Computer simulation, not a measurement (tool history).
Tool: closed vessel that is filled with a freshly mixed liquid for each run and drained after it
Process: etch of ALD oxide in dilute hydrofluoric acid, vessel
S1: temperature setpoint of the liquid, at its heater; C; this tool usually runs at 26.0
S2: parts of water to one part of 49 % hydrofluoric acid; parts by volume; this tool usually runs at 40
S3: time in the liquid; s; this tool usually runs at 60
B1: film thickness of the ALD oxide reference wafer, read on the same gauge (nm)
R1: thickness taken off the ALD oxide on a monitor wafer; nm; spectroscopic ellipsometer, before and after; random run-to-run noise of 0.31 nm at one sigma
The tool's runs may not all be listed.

| run | hour | S1 | S2 | S3 | B1 | R1 |
|---|---|---|---|---|---|---|
| 1 | 0.0 | 26.0 | 40 | 60 | 145.60 | 48.92 |
| 2 | 60.2 | 26.0 | 40 | 60 | 145.24 | 47.77 |
| 3 | 114.5 | 26.0 | 40 | 60 | 144.91 | 48.52 |
| 4 | 157.5 | 22.0 | 40 | 60 | 144.67 | 40.98 |
| 5 | 215.3 | 22.0 | 40 | 60 | 144.31 | 40.96 |
| 6 | 270.1 | 26.0 | 40 | 80 | 143.99 | 63.92 |
| 7 | 338.0 | 26.0 | 45 | 60 | 143.58 | 42.52 |
| 8 | 378.5 | 26.0 | 45 | 60 | 143.34 | 42.37 |
| 9 | 412.8 | 26.0 | 30 | 60 | 143.14 | 64.37 |
| 10 | 459.8 | 26.0 | 50 | 60 | 142.85 | 37.38 |
|  | 472.7 | thermometer replaced |
| 11 | 514.9 | 24.5 | 40 | 60 | 142.54 | 44.01 |
| 12 | 542.6 | 23.0 | 30 | 90 | 142.38 | 84.97 |
| 13 | 586.2 | 26.0 | 40 | 60 | 142.10 | 47.44 |
|  | 641.8 | hydrofluoric acid flow meter replaced |
| 14 | 647.1 | 26.0 | 40 | 80 | 141.71 | 63.20 |
|  | 823.8 | gauge calibrated |
| 15 | 852.3 | 23.5 | 40 | 60 | 149.27 | 45.16 |
| 16 | 1008.3 | 26.0 | 55 | 85 | 148.33 | 50.39 |
| 17 | 1035.7 | 22.0 | 30 | 45 | 148.17 | 42.14 |
| 18 | 1092.7 | 26.0 | 40 | 60 | 147.86 | 49.13 |
| 19 | 1118.7 | 26.0 | 40 | 60 | 147.63 | 49.20 |
| 20 | 1173.3 | 21.0 | 40 | 60 | 147.33 | 39.52 |
| 21 | 1236.2 | 29.5 | 45 | 60 | 146.99 | 49.33 |

What the log doesn't show, run by run:
liquid colder than its thermometer reads (K): 0, the same for each run
hydrofluoric acid flow below the setpoint (%): 0, the same for each run
H1: gauge reads high (%)
| run | H1 |
|---|---|
| 1 | -2.93 |
| 2 | -3.17 |
| 3 | -3.38 |
| 4 | -3.55 |
| 5 | -3.79 |
| 6 | -4.01 |
| 7 | -4.28 |
| 8 | -4.44 |
| 9 | -4.58 |
| 10 | -4.76 |
| 11 | -4.98 |
| 12 | -5.09 |
| 13 | -5.27 |
| 14 | -5.51 |
| 15 | -0.487 |
| 16 | -1.11 |
| 17 | -1.22 |
| 18 | -1.45 |
| 19 | -1.55 |
| 20 | -1.77 |
| 21 | -2.02 |
